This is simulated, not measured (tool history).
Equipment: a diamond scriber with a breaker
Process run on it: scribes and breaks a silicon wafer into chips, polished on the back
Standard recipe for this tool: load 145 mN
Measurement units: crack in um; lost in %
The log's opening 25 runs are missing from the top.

run,hour,load,"incoming depth of the damage left on the back of the incoming wafer, um",crack,lost
26,1336.3,119,0.01,6.98,8.1
27,1386,180,0.02,10.63,6.07
28,1448.1,186,0.03,10.9,8.44
29,1488,171,0.03,10.28,3.91
30,1525.5,182,0.02,10.93,6.64
31,1558.1,112,0.01,6.94,12.25
32,1600.1,173,0.03,10.42,4.18
33,1639.8,176,0.03,10.44,5.47
34,1674.7,134,0.01,8.14,1.81
35,1708.6,145,0.03,8.57,0.48
# hour 1724.8: diamond tip replaced by a new one
36,1750.2,183,0.02,11.04,6.94
37,1776.2,181,0.04,10.61,5.91
38,1819.7,145,0.02,8.52,0.48
39,1875.9,128,0.03,7.79,3.84
40,1945.9,145,0.03,8.58,0.52
41,1996.4,104,0.02,6.02,20.74
42,2024.8,145,0.01,8.66,0.54

Here are 3 independent what-if runs from the current tool condition. What would each one return?
A,2025.3,122,0.03,?,?
B,2025.3,164,0.03,?,?
C,2025.3,166,0.03,?,?

run,crack,lost
A,7.29,6.62
B,9.69,1.83
C,9.8,2.18
Without the tool's hidden state the same runs would have given:
run,crack,lost
A,7.46,5.26
B,9.92,2.62
C,10.03,3.05

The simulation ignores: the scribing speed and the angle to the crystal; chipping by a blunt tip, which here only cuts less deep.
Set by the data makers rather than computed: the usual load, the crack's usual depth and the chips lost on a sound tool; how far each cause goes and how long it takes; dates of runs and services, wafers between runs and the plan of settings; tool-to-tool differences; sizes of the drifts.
